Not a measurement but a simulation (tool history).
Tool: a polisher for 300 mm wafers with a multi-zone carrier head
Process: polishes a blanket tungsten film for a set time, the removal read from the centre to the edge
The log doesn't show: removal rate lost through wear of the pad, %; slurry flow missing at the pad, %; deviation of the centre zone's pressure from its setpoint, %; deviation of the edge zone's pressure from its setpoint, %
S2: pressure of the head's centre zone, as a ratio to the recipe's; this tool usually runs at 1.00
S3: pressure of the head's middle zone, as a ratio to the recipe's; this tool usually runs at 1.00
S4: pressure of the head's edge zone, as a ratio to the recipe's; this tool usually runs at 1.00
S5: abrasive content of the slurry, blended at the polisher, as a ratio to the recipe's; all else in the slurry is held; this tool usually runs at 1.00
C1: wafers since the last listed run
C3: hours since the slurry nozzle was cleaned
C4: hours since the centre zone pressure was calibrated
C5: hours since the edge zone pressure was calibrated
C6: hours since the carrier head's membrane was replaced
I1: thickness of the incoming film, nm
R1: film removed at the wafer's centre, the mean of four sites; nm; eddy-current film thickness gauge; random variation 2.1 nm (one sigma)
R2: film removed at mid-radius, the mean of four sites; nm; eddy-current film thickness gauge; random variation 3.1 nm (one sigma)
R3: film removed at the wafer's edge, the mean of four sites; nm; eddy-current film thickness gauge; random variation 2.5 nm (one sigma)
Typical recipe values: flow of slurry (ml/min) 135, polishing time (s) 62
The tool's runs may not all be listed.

{"run": 1, "hour": 0.0, "flow of slurry (ml/min)": 135, "S2": 1.0, "S3": 1.0, "S4": 1.0, "S5": 0.8, "polishing time (s)": 62, "C1": 0, "wafers polished on this pad": 2306, "C3": 167.9, "C4": 96.2, "C5": 448.6, "C6": 1030.1, "I1": 885.2, "R1": 239.2, "R2": 236.6, "R3": 236.7}
{"hour": 12.2, "done": "worn pad replaced by a new one"}
{"run": 2, "hour": 18.3, "flow of slurry (ml/min)": 135, "S2": 1.0, "S3": 0.95, "S4": 1.0, "S5": 1.0, "polishing time (s)": 62, "C1": 185, "wafers polished on this pad": 79, "C3": 186.2, "C4": 114.5, "C5": 466.9, "C6": 1048.4, "I1": 893.2, "R1": 251.4, "R2": 241.0, "R3": 252.0}
{"hour": 44.3, "done": "slurry nozzle cleaned"}
{"run": 3, "hour": 49.3, "flow of slurry (ml/min)": 135, "S2": 1.0, "S3": 0.95, "S4": 1.0, "S5": 1.0, "polishing time (s)": 62, "C1": 388, "wafers polished on this pad": 467, "C3": 5.0, "C4": 145.5, "C5": 497.9, "C6": 1079.4, "I1": 884.5, "R1": 266.9, "R2": 259.6, "R3": 259.8}
{"run": 4, "hour": 77.0, "flow of slurry (ml/min)": 135, "S2": 1.0, "S3": 1.0, "S4": 1.0, "S5": 1.0, "polishing time (s)": 47, "C1": 358, "wafers polished on this pad": 826, "C3": 32.7, "C4": 173.2, "C5": 525.6, "C6": 1107.1, "I1": 903.7, "R1": 200.5, "R2": 198.0, "R3": 195.0}
{"run": 5, "hour": 101.9, "flow of slurry (ml/min)": 135, "S2": 1.0, "S3": 1.0, "S4": 1.0, "S5": 1.0, "polishing time (s)": 62, "C1": 322, "wafers polished on this pad": 1148, "C3": 57.6, "C4": 198.1, "C5": 550.5, "C6": 1132.0, "I1": 894.0, "R1": 255.9, "R2": 255.9, "R3": 256.4}
{"run": 6, "hour": 133.6, "flow of slurry (ml/min)": 115, "S2": 0.91, "S3": 1.0, "S4": 0.95, "S5": 0.85, "polishing time (s)": 62, "C1": 410, "wafers polished on this pad": 1558, "C3": 89.3, "C4": 229.8, "C5": 582.2, "C6": 1163.7, "I1": 897.2, "R1": 211.7, "R2": 229.4, "R3": 232.3}
{"run": 7, "hour": 168.6, "flow of slurry (ml/min)": 135, "S2": 1.0, "S3": 1.0, "S4": 1.0, "S5": 1.0, "polishing time (s)": 62, "C1": 453, "wafers polished on this pad": 2011, "C3": 124.3, "C4": 264.8, "C5": 617.2, "C6": 1198.7, "I1": 888.9, "R1": 253.5, "R2": 253.4, "R3": 250.4}
{"hour": 195.8, "done": "worn pad replaced by a new one"}
{"run": 8, "hour": 198.8, "flow of slurry (ml/min)": 135, "S2": 1.0, "S3": 1.0, "S4": 1.0, "S5": 1.0, "polishing time (s)": 83, "C1": 339, "wafers polished on this pad": 38, "C3": 154.5, "C4": 295.0, "C5": 647.4, "C6": 1228.9, "I1": 888.4, "R1": 329.0, "R2": 339.1, "R3": 336.8}
{"run": 9, "hour": 223.8, "flow of slurry (ml/min)": 135, "S2": 1.0, "S3": 1.06, "S4": 1.0, "S5": 1.3, "polishing time (s)": 62, "C1": 323, "wafers polished on this pad": 362, "C3": 179.5, "C4": 320.0, "C5": 672.4, "C6": 1253.9, "I1": 897.2, "R1": 264.9, "R2": 281.0, "R3": 262.3}
{"hour": 236.9, "done": "slurry nozzle cleaned"}
{"run": 10, "hour": 237.7, "flow of slurry (ml/min)": 135, "S2": 1.0, "S3": 1.0, "S4": 1.0, "S5": 1.15, "polishing time (s)": 62, "C1": 167, "wafers polished on this pad": 529, "C3": 0.8, "C4": 333.9, "C5": 686.3, "C6": 1267.8, "I1": 884.3, "R1": 276.0, "R2": 277.6, "R3": 269.1}

Run 11 has not been measured yet. What should we expect?
{"hour": 241.7, "done": "centre zone pressure recalibrated"}
{"hour": 245.4, "done": "carrier head's membrane replaced by a new one"}
{"run": 11, "hour": 261.2, "flow of slurry (ml/min)": 135, "S2": 1.0, "S3": 1.0, "S4": 1.08, "S5": 1.0, "polishing time (s)": 75, "C1": 229, "wafers polished on this pad": 759, "C3": 24.3, "C4": 19.5, "C5": 709.8, "C6": 15.8, "I1": 888.6, "R1": "?", "R2": "?", "R3": "?"}

{"run 11": {"R1": 318.3, "R2": 311.9, "R3": 324.3}}
Had the tool carried no hidden state, the very same run would have given R1 325.6 nm, R2 318.2 nm, R3 328.9 nm.

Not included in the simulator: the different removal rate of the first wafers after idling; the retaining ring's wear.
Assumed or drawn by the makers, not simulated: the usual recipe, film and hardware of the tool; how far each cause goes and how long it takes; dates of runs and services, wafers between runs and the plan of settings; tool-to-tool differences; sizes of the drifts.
